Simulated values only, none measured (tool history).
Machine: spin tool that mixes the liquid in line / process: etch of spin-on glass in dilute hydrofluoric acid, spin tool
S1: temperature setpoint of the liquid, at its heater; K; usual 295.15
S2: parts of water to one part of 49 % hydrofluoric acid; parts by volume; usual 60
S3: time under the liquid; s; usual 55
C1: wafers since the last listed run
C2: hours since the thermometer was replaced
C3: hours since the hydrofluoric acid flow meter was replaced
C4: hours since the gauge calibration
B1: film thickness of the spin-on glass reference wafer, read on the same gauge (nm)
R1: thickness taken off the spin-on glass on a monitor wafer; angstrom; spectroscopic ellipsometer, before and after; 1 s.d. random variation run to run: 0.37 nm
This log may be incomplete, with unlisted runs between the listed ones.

run 1 hour=0 | S1=295.15 S2=60 S3=55 | C1=0 C2=805 C3=1899.4 C4=495.1 | B1=49.99 | R1=551
run 2 hour=38.1 | S1=295.15 S2=60 S3=55 | C1=314 C2=843.1 C3=1937.5 C4=533.2 | B1=50.01 | R1=556
run 3 hour=87.7 | S1=295.15 S2=60 S3=55 | C1=409 C2=892.7 C3=1987.1 C4=582.8 | B1=50.04 | R1=557.3
run 4 hour=132.6 | S1=295.15 S2=60 S3=55 | C1=370 C2=937.6 C3=2032 C4=627.7 | B1=49.99 | R1=551.5
run 5 hour=171.6 | S1=295.15 S2=60 S3=55 | C1=321 C2=976.6 C3=2071 C4=666.7 | B1=50.01 | R1=555.5
run 6 hour=205.1 | S1=295.15 S2=60 S3=55 | C1=276 C2=1010.1 C3=2104.5 C4=700.2 | B1=49.99 | R1=569.1
run 7 hour=239 | S1=291.65 S2=60 S3=55 | C1=279 C2=1044 C3=2138.4 C4=734.1 | B1=50.02 | R1=479.8
run 8 hour=302.3 | S1=291.65 S2=60 S3=55 | C1=522 C2=1107.3 C3=2201.7 C4=797.4 | B1=49.99 | R1=490.2
run 9 hour=360.1 | S1=291.65 S2=60 S3=55 | C1=477 C2=1165.1 C3=2259.5 C4=855.2 | B1=49.97 | R1=483
-- hour=383.7 hydrofluoric acid flow meter replaced
run 10 hour=393 | S1=295.15 S2=60 S3=30 | C1=263 C2=1198 C3=9.3 C4=888.1 | B1=49.96 | R1=283.4
run 11 hour=423.5 | S1=295.15 S2=60 S3=30 | C1=251 C2=1228.5 C3=39.8 C4=918.6 | B1=49.99 | R1=284.9
run 12 hour=482.3 | S1=295.15 S2=60 S3=30 | C1=485 C2=1287.3 C3=98.6 C4=977.4 | B1=49.96 | R1=289
run 13 hour=570.9 | S1=299.15 S2=75 S3=90 | C1=731 C2=1375.9 C3=187.2 C4=1066 | B1=50.01 | R1=785.5
-- hour=580.1 thermometer replaced
run 14 hour=608.9 | S1=299.15 S2=40 S3=70 | C1=305 C2=28.8 C3=225.2 C4=1104 | B1=49.99 | R1=1214.7
run 15 hour=645.3 | S1=295.15 S2=60 S3=40 | C1=300 C2=65.2 C3=261.6 C4=1140.4 | B1=50 | R1=384.5
run 16 hour=699.2 | S1=290.15 S2=60 S3=30 | C1=444 C2=119.1 C3=315.5 C4=1194.3 | B1=50.02 | R1=233.9
run 17 hour=727.8 | S1=290.65 S2=80 S3=55 | C1=236 C2=147.7 C3=344.1 C4=1222.9 | B1=50.01 | R1=322.5
-- hour=728.8 gauge calibrated
run 18 hour=785.5 | S1=292.15 S2=60 S3=45 | C1=476 C2=205.4 C3=401.8 C4=56.7 | B1=49.99 | R1=381.2
run 19 hour=854 | S1=299.15 S2=40 S3=70 | C1=565 C2=273.9 C3=470.3 C4=125.2 | B1=50.02 | R1=1223.4
run 20 hour=918.7 | S1=295.15 S2=50 S3=80 | C1=533 C2=338.6 C3=535 C4=189.9 | B1=50.03 | R1=933.7
run 21 hour=950.5 | S1=292.65 S2=90 S3=20 | C1=262 C2=370.4 C3=566.8 C4=221.7 | B1=49.96 | R1=114.3
run 22 hour=999.9 | S1=290.65 S2=45 S3=25 | C1=407 C2=419.8 C3=616.2 C4=271.1 | B1=50.02 | R1=273.3
run 23 hour=1031.6 | S1=295.15 S2=50 S3=55 | C1=261 C2=451.5 C3=647.9 C4=302.8 | B1=50 | R1=650.2
run 24 hour=1079.6 | S1=295.15 S2=60 S3=55 | C1=396 C2=499.5 C3=695.9 C4=350.8 | B1=50.02 | R1=538.3

Pick out some run-to-run changes in R1. Of each, how much would a tool without hidden state show as well, from the settings, what came in and chance, and how much is left for the hidden state and any gauge scatter not in both results compared?
Hidden state at play: liquid colder than its thermometer reads (K); hydrofluoric acid flow above the setpoint (%); gauge reads high (%).
Run 9 -> 10: S1 291.65 -> 295.15, S3 55 -> 30, hydrofluoric acid flow meter replaced. R1 -199.6 angstrom: hidden state -36.3, all else -163.3.
Run 14 -> 15: S1 299.15 -> 295.15, S2 40 -> 60, S3 70 -> 40. R1 -830.2 angstrom: hidden state -15.3, all else -814.9.
Run 18 -> 19: S1 292.15 -> 299.15, S2 60 -> 40, S3 45 -> 70. R1 +842.2 angstrom: hidden state +24.8, all else +817.4.
Run 20 -> 21: S1 295.15 -> 292.65, S2 50 -> 90, S3 80 -> 20. R1 -819.4 angstrom: hidden state -25.2, all else -794.2.

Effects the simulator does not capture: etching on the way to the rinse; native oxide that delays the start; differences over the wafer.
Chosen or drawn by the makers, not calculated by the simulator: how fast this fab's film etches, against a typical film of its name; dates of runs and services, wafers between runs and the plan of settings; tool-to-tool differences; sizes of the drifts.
